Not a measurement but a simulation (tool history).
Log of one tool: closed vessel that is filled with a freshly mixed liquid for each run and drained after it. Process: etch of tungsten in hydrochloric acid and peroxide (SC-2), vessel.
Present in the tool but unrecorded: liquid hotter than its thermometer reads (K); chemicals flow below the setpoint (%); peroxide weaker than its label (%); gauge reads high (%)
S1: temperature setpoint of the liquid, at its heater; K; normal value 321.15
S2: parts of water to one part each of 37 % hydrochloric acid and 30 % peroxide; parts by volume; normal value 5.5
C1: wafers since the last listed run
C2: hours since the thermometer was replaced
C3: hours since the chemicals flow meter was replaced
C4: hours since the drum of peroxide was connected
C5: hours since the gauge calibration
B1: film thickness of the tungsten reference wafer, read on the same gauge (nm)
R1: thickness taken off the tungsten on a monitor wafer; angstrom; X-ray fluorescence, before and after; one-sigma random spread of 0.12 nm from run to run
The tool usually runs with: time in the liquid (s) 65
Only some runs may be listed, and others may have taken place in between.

Run 1, day 0: usual settings; C1 0; C2 864; C3 912.7; C4 297.5; C5 141.7; B1 50.02. Result: R1 198.2 angstrom.
At day 0.588: new drum of peroxide connected.
Run 2, day 1.392: usual settings; C1 3749; C2 897.4; C3 946.1; C4 19.3; C5 175.1; B1 49.97. Result: R1 207.1 angstrom.
Run 3, day 2.467: usual settings; C1 2985; C2 923.2; C3 971.9; C4 45.1; C5 200.9; B1 50.01. Result: R1 207.5 angstrom.
Run 4, day 3.554: usual settings but S2 6 parts by volume, time in the liquid (s) 75; C1 3020; C2 949.3; C3 998; C4 71.2; C5 227; B1 50.02. Result: R1 225.2 angstrom.
Run 5, day 4.146: usual settings but S2 4 parts by volume; C1 1643; C2 963.5; C3 1012.2; C4 85.4; C5 241.2; B1 49.99. Result: R1 258.7 angstrom.
Run 6, day 6.342: usual settings but S2 4 parts by volume; C1 6098; C2 1016.2; C3 1064.9; C4 138.1; C5 293.9; B1 50.02. Result: R1 257.1 angstrom.
Run 7, day 7.396: usual settings; C1 2927; C2 1041.5; C3 1090.2; C4 163.4; C5 319.2; B1 49.99. Result: R1 207.2 angstrom.
Run 8, day 8.654: usual settings; C1 3494; C2 1071.7; C3 1120.4; C4 193.6; C5 349.4; B1 50.02. Result: R1 207.3 angstrom.
At day 9.771: gauge calibrated.
Run 9, day 9.808: usual settings but time in the liquid (s) 35; C1 3205; C2 1099.4; C3 1148.1; C4 221.3; C5 0.9; B1 50.02. Result: R1 110.8 angstrom.
Run 10, day 10.471: usual settings but time in the liquid (s) 35; C1 1839; C2 1115.3; C3 1164; C4 237.2; C5 16.8; B1 50. Result: R1 110.4 angstrom.
Run 11, day 11.667: usual settings but S2 7.5 parts by volume; C1 3321; C2 1144; C3 1192.7; C4 265.9; C5 45.5; B1 49.99. Result: R1 161.2 angstrom.
At day 12.779: new drum of peroxide connected.
Run 12, day 12.8: usual settings but S2 6.5 parts by volume; C1 3031; C2 1171.2; C3 1219.9; C4 0.5; C5 72.7; B1 50. Result: R1 191.5 angstrom.
Run 13, day 13.992: usual settings but S2 4 parts by volume; C1 3309; C2 1199.8; C3 1248.5; C4 29.1; C5 101.3; B1 50.01. Result: R1 266.8 angstrom.
Run 14, day 15.054: usual settings but S1 326.65 K, S2 8 parts by volume; C1 2950; C2 1225.3; C3 1274; C4 54.6; C5 126.8; B1 50.03. Result: R1 228.6 angstrom.
At day 15.1: thermometer replaced.
At day 15.888: chemicals flow meter replaced.
Run 15, day 16.121: usual settings but S1 328.15 K, time in the liquid (s) 85; C1 2730; C2 24.5; C3 5.6; C4 80.2; C5 152.4; B1 49.97. Result: R1 388 angstrom.
Run 16, day 17.108: usual settings; C1 2742; C2 48.2; C3 29.3; C4 103.9; C5 176.1; B1 49.99. Result: R1 187 angstrom.
Run 17, day 18.6: usual settings but S1 316.15 K, time in the liquid (s) 95; C1 4142; C2 84; C3 65.1; C4 139.7; C5 211.9; B1 50.03. Result: R1 196 angstrom.
Run 18, day 19.712: usual settings; C1 3089; C2 110.7; C3 91.8; C4 166.4; C5 238.6; B1 49.99. Result: R1 187.3 angstrom.
Run 19, day 20.767: usual settings but S1 316.65 K, time in the liquid (s) 50; C1 2927; C2 136; C3 117.1; C4 191.7; C5 263.9; B1 50.01. Result: R1 104.8 angstrom.
Run 20, day 21.629: usual settings but S2 8 parts by volume, time in the liquid (s) 35; C1 2395; C2 156.7; C3 137.8; C4 212.4; C5 284.6; B1 50.01. Result: R1 75.5 angstrom.

What differs in the tool's unlogged condition from the final listed run ahead of each entry between runs to the first listed run following it?
Runs 1 to 2: new drum of peroxide connected (day 0.588)
  liquid hotter than its thermometer reads (K): 1.41 -> 1.47; peroxide weaker than its label (%): 5.93 -> 0.608
  what was measured, less what the result would be without the hidden state, R1: +8.1 -> +18.5 angstrom
Runs 8 to 9: gauge calibrated (day 9.771)
  liquid hotter than its thermometer reads (K): 1.75 -> 1.79; peroxide weaker than its label (%): 3.88 -> 4.41
  what was measured, less what the result would be without the hidden state, R1: +16.5 -> +8.6 angstrom
Runs 11 to 12: new drum of peroxide connected (day 12.779)
  liquid hotter than its thermometer reads (K): 1.86 -> 1.91; peroxide weaker than its label (%): 5.24 -> 0.141
  what was measured, less what the result would be without the hidden state, R1: +11.9 -> +22.8 angstrom
Runs 14 to 15: thermometer replaced (day 15.1); chemicals flow meter replaced (day 15.888)
  liquid hotter than its thermometer reads (K): 1.99 -> 0.113; peroxide weaker than its label (%): 1.16 -> 1.64
  what was measured, less what the result would be without the hidden state, R1: +25.6 -> -2.8 angstrom

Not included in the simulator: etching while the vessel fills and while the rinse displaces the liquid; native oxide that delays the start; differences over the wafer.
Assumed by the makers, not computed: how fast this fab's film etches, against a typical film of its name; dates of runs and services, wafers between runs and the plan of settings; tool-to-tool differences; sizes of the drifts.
